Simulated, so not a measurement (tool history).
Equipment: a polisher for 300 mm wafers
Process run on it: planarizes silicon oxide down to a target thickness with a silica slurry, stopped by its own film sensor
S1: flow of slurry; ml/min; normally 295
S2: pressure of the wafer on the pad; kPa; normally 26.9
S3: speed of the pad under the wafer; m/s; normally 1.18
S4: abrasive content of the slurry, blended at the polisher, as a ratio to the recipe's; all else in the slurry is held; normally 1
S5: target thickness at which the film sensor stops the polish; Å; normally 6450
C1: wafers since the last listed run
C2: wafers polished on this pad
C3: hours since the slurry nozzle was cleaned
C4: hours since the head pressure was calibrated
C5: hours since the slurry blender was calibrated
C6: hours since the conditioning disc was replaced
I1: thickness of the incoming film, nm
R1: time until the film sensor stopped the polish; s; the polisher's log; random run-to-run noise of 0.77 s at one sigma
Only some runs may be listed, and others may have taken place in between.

| run | hour | S1 | S2 | S3 | S4 | S5 | C1 | C2 | C3 | C4 | C5 | C6 | I1 | R1 |
|---|---|---|---|---|---|---|---|---|---|---|---|---|---|---|
| 1 | 0 | 295 | 26.9 | 1.18 | 1 | 6450 | 0 | 206 | 182.1 | 260.6 | 304.1 | 48.5 | 832.6 | 65.6 |
| 2 | 15.2 | 295 | 26.9 | 1.18 | 1 | 6450 | 115 | 321 | 197.3 | 275.8 | 319.3 | 63.7 | 847.8 | 70.1 |
| 3 | 27.9 | 295 | 31.7 | 1.18 | 1 | 6870 | 96 | 418 | 210 | 288.5 | 332 | 76.4 | 863.5 | 51.7 |
| 4 | 45.3 | 295 | 31.7 | 1.18 | 1 | 6870 | 132 | 550 | 227.4 | 305.9 | 349.4 | 93.8 | 851.4 | 48.2 |
| 5 | 53.1 | 295 | 31.7 | 1.18 | 1 | 6870 | 59 | 609 | 235.2 | 313.7 | 357.2 | 101.6 | 847.2 | 47.2 |
|  | 57.8 | worn pad replaced by a new one |
| 6 | 64.9 | 295 | 24.1 | 1.18 | 1 | 6690 | 59 | 53 | 247 | 325.5 | 369 | 113.4 | 852.4 | 71 |
| 7 | 71.7 | 295 | 24.1 | 1.18 | 1 | 6690 | 51 | 105 | 253.8 | 332.3 | 375.8 | 120.2 | 852.8 | 70.4 |
| 8 | 81.3 | 295 | 24.1 | 1.18 | 1 | 6690 | 72 | 178 | 263.4 | 341.9 | 385.4 | 129.8 | 847 | 69.5 |
| 9 | 90.3 | 295 | 26.9 | 1.18 | 1 | 6450 | 68 | 246 | 272.4 | 350.9 | 394.4 | 138.8 | 867.9 | 76.1 |
|  | 93.8 | conditioning disc replaced and pad reconditioned |
| 10 | 100.3 | 295 | 26.9 | 1.18 | 1 | 6450 | 60 | 307 | 282.4 | 360.9 | 404.4 | 6.5 | 863.2 | 75.9 |
| 11 | 107 | 295 | 26.9 | 1.18 | 1 | 6450 | 50 | 358 | 289.1 | 367.6 | 411.1 | 13.2 | 857.6 | 73.9 |
| 12 | 122.1 | 295 | 26.9 | 1.18 | 1 | 6450 | 114 | 473 | 304.2 | 382.7 | 426.2 | 28.3 | 847.4 | 70.7 |
|  | 138.6 | worn pad replaced by a new one |
| 13 | 139.1 | 295 | 26.9 | 1.18 | 1 | 6450 | 98 | 4 | 321.2 | 399.7 | 443.2 | 45.3 | 851 | 71.5 |
| 14 | 145.8 | 295 | 26.9 | 1.18 | 1 | 6450 | 50 | 54 | 327.9 | 406.4 | 449.9 | 52 | 846.4 | 69.9 |
|  | 156.7 | slurry blender recalibrated |
| 15 | 157.2 | 295 | 17.2 | 1.18 | 1 | 6450 | 71 | 126 | 339.3 | 417.8 | 0.5 | 63.4 | 855.9 | 115.6 |
| 16 | 171.8 | 195 | 17.9 | 1.3 | 1.15 | 6450 | 110 | 237 | 353.9 | 432.4 | 15.1 | 78 | 839 | 95.2 |
| 17 | 178.1 | 295 | 26.9 | 1.52 | 1 | 6450 | 47 | 285 | 360.2 | 438.7 | 21.4 | 84.3 | 838.7 | 54.3 |
| 18 | 192.9 | 390 | 22.8 | 0.84 | 1 | 6450 | 112 | 397 | 375 | 453.5 | 36.2 | 99.1 | 851.3 | 107.8 |
|  | 196.2 | head pressure recalibrated |
|  | 200 | slurry nozzle cleaned |
| 19 | 205.9 | 295 | 17.2 | 1 | 1 | 6450 | 75 | 473 | 5.9 | 9.7 | 49.2 | 112.1 | 852.1 | 126.1 |
| 20 | 222 | 295 | 26.9 | 1.42 | 1 | 6750 | 122 | 595 | 22 | 25.8 | 65.3 | 128.2 | 854 | 53.6 |
|  | 229.5 | worn pad replaced by a new one |
| 21 | 230 | 295 | 26.9 | 0.98 | 1 | 6750 | 30 | 3 | 30 | 33.8 | 73.3 | 136.2 | 847.5 | 70.7 |
| 22 | 238.8 | 350 | 26.9 | 1.18 | 1 | 6630 | 66 | 70 | 38.8 | 42.6 | 82.1 | 145 | 837.3 | 58.8 |
| 23 | 245.5 | 190 | 35.9 | 1.18 | 1.15 | 6450 | 50 | 121 | 45.5 | 49.3 | 88.8 | 151.7 | 845.9 | 53.1 |
|  | 252.7 | conditioning disc replaced and pad reconditioned |
| 24 | 256.7 | 295 | 26.9 | 1.18 | 1 | 6450 | 69 | 191 | 56.7 | 60.5 | 100 | 4 | 848.6 | 70.9 |
| 25 | 272.6 | 375 | 26.9 | 0.98 | 1 | 6450 | 120 | 312 | 72.6 | 76.4 | 115.9 | 19.9 | 851.7 | 80.8 |
| 26 | 278.8 | 390 | 26.9 | 1.18 | 1.3 | 6450 | 47 | 359 | 78.8 | 82.6 | 122.1 | 26.1 | 853.5 | 63.9 |

Predict each of these 3 candidate next runs independently; none follows another, all start after run 26:
| A | 279.2 | 295 | 26.9 | 1.18 | 1 | 7000 | 3 | 362 | 79.2 | 83 | 122.5 | 26.5 | 855.6 | ? |
| B | 279.2 | 295 | 35.9 | 1.44 | 0.7 | 5770 | 3 | 362 | 79.2 | 83 | 122.5 | 26.5 | 855.6 | ? |
| C | 279.2 | 295 | 17.9 | 1 | 1 | 6450 | 3 | 362 | 79.2 | 83 | 122.5 | 26.5 | 855.6 | ? |

| run | R1 |
|---|---|
| A | 54.2 |
| B | 70.6 |
| C | 125.5 |
With the hidden condition removed and each run's random variation left untouched, the same runs would have given:
| run | R1 |
|---|---|
| A | 54.2 |
| B | 70.6 |
| C | 125.5 |
